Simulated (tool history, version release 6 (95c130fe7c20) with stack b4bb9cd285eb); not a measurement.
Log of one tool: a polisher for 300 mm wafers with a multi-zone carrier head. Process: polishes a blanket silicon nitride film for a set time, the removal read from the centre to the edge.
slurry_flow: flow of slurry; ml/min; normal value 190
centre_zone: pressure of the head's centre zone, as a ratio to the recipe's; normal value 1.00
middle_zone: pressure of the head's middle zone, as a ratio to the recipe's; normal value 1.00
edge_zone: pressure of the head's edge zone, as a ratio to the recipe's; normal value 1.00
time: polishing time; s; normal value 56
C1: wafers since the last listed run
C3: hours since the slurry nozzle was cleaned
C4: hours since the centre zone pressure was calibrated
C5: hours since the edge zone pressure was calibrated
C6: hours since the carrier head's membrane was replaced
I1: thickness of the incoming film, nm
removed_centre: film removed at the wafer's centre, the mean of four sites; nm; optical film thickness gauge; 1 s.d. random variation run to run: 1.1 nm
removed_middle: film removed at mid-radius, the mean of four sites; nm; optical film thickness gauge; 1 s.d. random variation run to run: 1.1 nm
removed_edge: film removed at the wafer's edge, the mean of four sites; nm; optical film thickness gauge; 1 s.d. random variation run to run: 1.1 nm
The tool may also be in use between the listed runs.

Run 1, hour 0.0: usual settings; C1 0; wafers polished on this pad 940; C3 403.2; C4 364.2; C5 962.4; C6 866.3; I1 382.6. Result: removed_centre 116.3 nm, removed_middle 113.7 nm, removed_edge 118.9 nm.
At hour 24.9: centre zone pressure recalibrated.
Run 2, hour 51.4: usual settings; C1 452; wafers polished on this pad 1393; C3 454.6; C4 26.5; C5 1013.8; C6 917.7; I1 385.8. Result: removed_centre 116.6 nm, removed_middle 113.1 nm, removed_edge 119.2 nm.
At hour 71.7: worn pad replaced by a new one.
Run 3, hour 120.4: usual settings but middle_zone 1.06; C1 595; wafers polished on this pad 446; C3 523.6; C4 95.5; C5 1082.8; C6 986.7; I1 372.9. Result: removed_centre 116.7 nm, removed_middle 118.0 nm, removed_edge 120.1 nm.
Run 4, hour 171.1: usual settings but middle_zone 1.06; C1 464; wafers polished on this pad 910; C3 574.3; C4 146.2; C5 1133.5; C6 1037.4; I1 377.4. Result: removed_centre 115.5 nm, removed_middle 120.8 nm, removed_edge 117.2 nm.
Run 5, hour 219.4: usual settings but middle_zone 1.06; C1 442; wafers polished on this pad 1353; C3 622.6; C4 194.5; C5 1181.8; C6 1085.7; I1 380.1. Result: removed_centre 116.4 nm, removed_middle 118.0 nm, removed_edge 119.1 nm.
At hour 261.5: worn pad replaced by a new one.
Run 6, hour 270.9: usual settings; C1 435; wafers polished on this pad 85; C3 674.1; C4 246.0; C5 1233.3; C6 1137.2; I1 373.6. Result: removed_centre 115.1 nm, removed_middle 110.7 nm, removed_edge 117.6 nm.
At hour 337.8: edge zone pressure recalibrated.
Run 7, hour 339.6: usual settings; C1 610; wafers polished on this pad 696; C3 742.8; C4 314.7; C5 1.8; C6 1205.9; I1 378.0. Result: removed_centre 114.7 nm, removed_middle 113.8 nm, removed_edge 117.9 nm.
At hour 343.0: slurry nozzle cleaned.
Run 8, hour 400.4: usual settings; C1 547; wafers polished on this pad 1244; C3 57.4; C4 375.5; C5 62.6; C6 1266.7; I1 379.4. Result: removed_centre 120.8 nm, removed_middle 118.0 nm, removed_edge 123.0 nm.
At hour 403.3: centre zone pressure recalibrated.
Run 9, hour 429.6: usual settings; C1 249; wafers polished on this pad 1493; C3 86.6; C4 26.3; C5 91.8; C6 1295.9; I1 384.9. Result: removed_centre 122.1 nm, removed_middle 118.1 nm, removed_edge 119.7 nm.
At hour 471.2: worn pad replaced by a new one.
Run 10, hour 471.7: usual settings; C1 348; wafers polished on this pad 4; C3 128.7; C4 68.4; C5 133.9; C6 1338.0; I1 378.0. Result: removed_centre 118.8 nm, removed_middle 119.0 nm, removed_edge 122.2 nm.
Run 11, hour 494.5: usual settings; C1 208; wafers polished on this pad 213; C3 151.5; C4 91.2; C5 156.7; C6 1360.8; I1 380.2. Result: removed_centre 117.2 nm, removed_middle 115.2 nm, removed_edge 120.4 nm.
Run 12, hour 524.1: usual settings but centre_zone 1.12, middle_zone 1.10, edge_zone 0.95, time 69 s; C1 271; wafers polished on this pad 484; C3 181.1; C4 120.8; C5 186.3; C6 1390.4; I1 384.9. Result: removed_centre 163.0 nm, removed_middle 155.2 nm, removed_edge 142.6 nm.
Run 13, hour 568.6: usual settings but edge_zone 0.94; C1 407; wafers polished on this pad 892; C3 225.6; C4 165.3; C5 230.8; C6 1434.9; I1 381.1. Result: removed_centre 116.4 nm, removed_middle 115.0 nm, removed_edge 119.2 nm.
At hour 590.3: carrier head's membrane replaced by a new one.
Run 14, hour 612.2: usual settings; C1 353; wafers polished on this pad 1245; C3 269.2; C4 208.9; C5 274.4; C6 21.9; I1 384.3. Result: removed_centre 115.7 nm, removed_middle 112.6 nm, removed_edge 120.2 nm.
At hour 657.0: worn pad replaced by a new one.
Run 15, hour 662.3: usual settings but slurry_flow 130 ml/min, middle_zone 0.95; C1 422; wafers polished on this pad 48; C3 319.3; C4 259.0; C5 324.5; C6 72.0; I1 378.3. Result: removed_centre 100.0 nm, removed_middle 96.6 nm, removed_edge 109.1 nm.
Run 16, hour 712.3: usual settings but centre_zone 1.06, edge_zone 1.09; C1 457; wafers polished on this pad 506; C3 369.3; C4 309.0; C5 374.5; C6 122.0; I1 376.8. Result: removed_centre 120.9 nm, removed_middle 112.2 nm, removed_edge 125.5 nm.
At hour 735.0: centre zone pressure recalibrated.
Run 17, hour 753.1: usual settings but time 70 s; C1 355; wafers polished on this pad 861; C3 410.1; C4 18.1; C5 415.3; C6 162.8; I1 377.0. Result: removed_centre 141.8 nm, removed_middle 139.0 nm, removed_edge 148.3 nm.
Run 18, hour 801.1: usual settings but slurry_flow 215 ml/min; C1 439; wafers polished on this pad 1301; C3 458.1; C4 66.1; C5 463.3; C6 210.8; I1 386.1. Result: removed_centre 117.9 nm, removed_middle 116.7 nm, removed_edge 118.6 nm.
At hour 837.1: worn pad replaced by a new one.
Run 19, hour 837.6: usual settings but slurry_flow 210 ml/min, edge_zone 0.89, time 68 s; C1 297; wafers polished on this pad 4; C3 494.6; C4 102.6; C5 499.8; C6 247.3; I1 380.6. Result: removed_centre 140.8 nm, removed_middle 139.4 nm, removed_edge 136.8 nm.
Run 20, hour 883.0: usual settings but middle_zone 1.09, edge_zone 0.95, time 44 s; C1 415; wafers polished on this pad 420; C3 540.0; C4 148.0; C5 545.2; C6 292.7; I1 379.0. Result: removed_centre 87.2 nm, removed_middle 93.3 nm, removed_edge 90.8 nm.
Run 21, hour 946.2: usual settings; C1 578; wafers polished on this pad 999; C3 603.2; C4 211.2; C5 608.4; C6 355.9; I1 382.1. Result: removed_centre 112.8 nm, removed_middle 112.0 nm, removed_edge 116.5 nm.

Here are 3 independent what-if runs from the current tool condition. What would each one return?
Run A, hour 946.6: usual settings; C1 3; wafers polished on this pad 1002; C3 603.6; C4 211.6; C5 608.8; C6 356.3; I1 381.7. Result: removed_centre ?, removed_middle ?, removed_edge ?.
Run B, hour 946.6: usual settings but centre_zone 1.04, edge_zone 1.05; C1 3; wafers polished on this pad 1002; C3 603.6; C4 211.6; C5 608.8; C6 356.3; I1 381.7. Result: removed_centre ?, removed_middle ?, removed_edge ?.
Run C, hour 946.6: usual settings but slurry_flow 220 ml/min, centre_zone 1.10, edge_zone 1.07; C1 3; wafers polished on this pad 1002; C3 603.6; C4 211.6; C5 608.8; C6 356.3; I1 381.7. Result: removed_centre ?, removed_middle ?, removed_edge ?.

run  removed_centre  removed_middle  removed_edge
  A           112.4           112.1         116.5
  B           116.9           112.0         119.3
  C           128.7           116.0         123.4
Stripped of hidden state, with their random variation kept, the same runs would have yielded:
run  removed_centre  removed_middle  removed_edge
  A           123.9           122.2         124.0
  B           128.9           122.1         126.9
  C           139.8           124.9         130.3

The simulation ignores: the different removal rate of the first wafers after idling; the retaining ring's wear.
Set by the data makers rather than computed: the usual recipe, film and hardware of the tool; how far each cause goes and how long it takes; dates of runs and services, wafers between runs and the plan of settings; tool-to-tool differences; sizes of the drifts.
